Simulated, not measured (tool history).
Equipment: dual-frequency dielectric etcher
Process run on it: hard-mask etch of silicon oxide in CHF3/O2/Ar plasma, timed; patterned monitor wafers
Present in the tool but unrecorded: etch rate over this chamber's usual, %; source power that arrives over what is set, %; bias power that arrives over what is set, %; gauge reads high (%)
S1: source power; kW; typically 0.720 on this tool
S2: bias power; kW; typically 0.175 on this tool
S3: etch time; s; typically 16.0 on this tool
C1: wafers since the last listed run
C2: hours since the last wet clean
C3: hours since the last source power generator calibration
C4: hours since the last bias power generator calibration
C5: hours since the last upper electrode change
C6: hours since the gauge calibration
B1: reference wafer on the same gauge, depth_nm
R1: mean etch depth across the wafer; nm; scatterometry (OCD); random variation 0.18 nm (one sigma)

run,hour,S1,S2,S3,C1,C2,C3,C4,C5,C6,B1,R1
1,0.0,0.720,0.175,16.0,0,430.7,2677.8,3994.4,3765.7,831.4,33.57,34.46
# hour 4.8: wet clean of the chamber
2,38.7,0.720,0.175,16.0,621,33.9,2716.5,4033.1,3804.4,870.1,33.59,34.77
3,117.5,0.720,0.175,16.0,1444,112.7,2795.3,4111.9,3883.2,948.9,33.57,34.79
4,204.4,0.840,0.175,19.0,1593,199.6,2882.2,4198.8,3970.1,1035.8,33.62,42.22
5,274.2,0.840,0.175,19.0,1279,269.4,2952.0,4268.6,4039.9,1105.6,33.57,42.43
6,318.0,0.840,0.175,19.0,803,313.2,2995.8,4312.4,4083.7,1149.4,33.62,42.27
7,372.9,0.720,0.188,16.0,1006,368.1,3050.7,4367.3,4138.6,1204.3,33.65,34.87
8,443.6,0.720,0.175,16.0,1296,438.8,3121.4,4438.0,4209.3,1275.0,33.59,34.26
# hour 507.4: wet clean of the chamber
9,527.4,0.720,0.175,16.0,1096,20.0,3205.2,4521.8,4293.1,1358.8,33.54,34.85
10,569.5,0.600,0.175,16.0,771,62.1,3247.3,4563.9,4335.2,1400.9,33.58,34.05
11,668.5,0.720,0.175,16.0,1815,161.1,3346.3,4662.9,4434.2,1499.9,33.62,35.08
12,769.8,0.720,0.175,16.0,1857,262.4,3447.6,4764.2,4535.5,1601.2,33.61,34.48
13,833.2,0.680,0.175,16.0,1162,325.8,3511.0,4827.6,4598.9,1664.6,33.59,34.07
14,901.3,0.680,0.175,16.0,1248,393.9,3579.1,4895.7,4667.0,1732.7,33.54,33.88
15,948.4,0.810,0.209,14.5,863,441.0,3626.2,4942.8,4714.1,1779.8,33.66,33.16
# hour 972.4: source power generator calibrated
# hour 1004.3: wet clean of the chamber
16,1037.3,0.810,0.209,14.5,1116,33.0,64.9,5031.7,4803.0,1868.7,33.55,33.65
# hour 1090.8: upper electrode replaced
17,1091.3,0.720,0.175,16.0,550,87.0,118.9,5085.7,0.5,1922.7,33.61,34.83
# hour 1094.7: gauge calibrated
18,1113.8,0.860,0.175,13.0,412,109.5,141.4,5108.2,23.0,19.1,33.59,29.24
19,1171.7,0.720,0.188,16.0,1061,167.4,199.3,5166.1,80.9,77.0,33.62,35.29
20,1207.9,0.720,0.134,16.0,663,203.6,235.5,5202.3,117.1,113.2,33.63,33.31
21,1245.9,0.720,0.175,16.0,696,241.6,273.5,5240.3,155.1,151.2,33.60,34.80
22,1304.3,0.790,0.175,16.0,1070,300.0,331.9,5298.7,213.5,209.6,33.64,35.15
23,1390.1,0.590,0.199,18.5,1573,385.8,417.7,5384.5,299.3,295.4,33.62,39.27
# hour 1448.5: wet clean of the chamber
# hour 1478.7: bias power generator calibrated
24,1692.9,0.580,0.218,16.0,5038,244.4,720.5,214.2,602.1,598.2,33.63,34.75
25,1791.0,0.720,0.175,16.0,1798,342.5,818.6,312.3,700.2,696.3,33.63,34.32
26,1831.6,0.590,0.175,16.0,744,383.1,859.2,352.9,740.8,736.9,33.56,32.89
# hour 1899.7: wet clean of the chamber
27,1934.3,0.800,0.134,19.5,1442,34.6,961.9,455.6,843.5,839.6,33.62,41.09
28,2038.7,0.720,0.175,16.0,1914,139.0,1066.3,560.0,947.9,944.0,33.62,34.47

For some of the steps in R1 from one run to the next: how much would appear even if the tool had no hidden state, given the settings, what came in and random variation, and how much remains for the hidden state plus any gauge scatter that the measured result and the result without hidden state don't share?
Run 1 -> 2: wet clean of the chamber. R1 +0.31 nm: hidden state +0.96, all else -0.65.
Run 3 -> 4: S1 0.720 -> 0.840, S3 16.0 -> 19.0. R1 +7.43 nm: hidden state -0.19, all else +7.62.
Run 8 -> 9: wet clean of the chamber. R1 +0.59 nm: hidden state +0.70, all else -0.11.
Run 26 -> 27: S1 0.590 -> 0.800, S2 0.175 -> 0.134, S3 16.0 -> 19.5, wet clean of the chamber. R1 +8.20 nm: hidden state +0.30, all else +7.90.
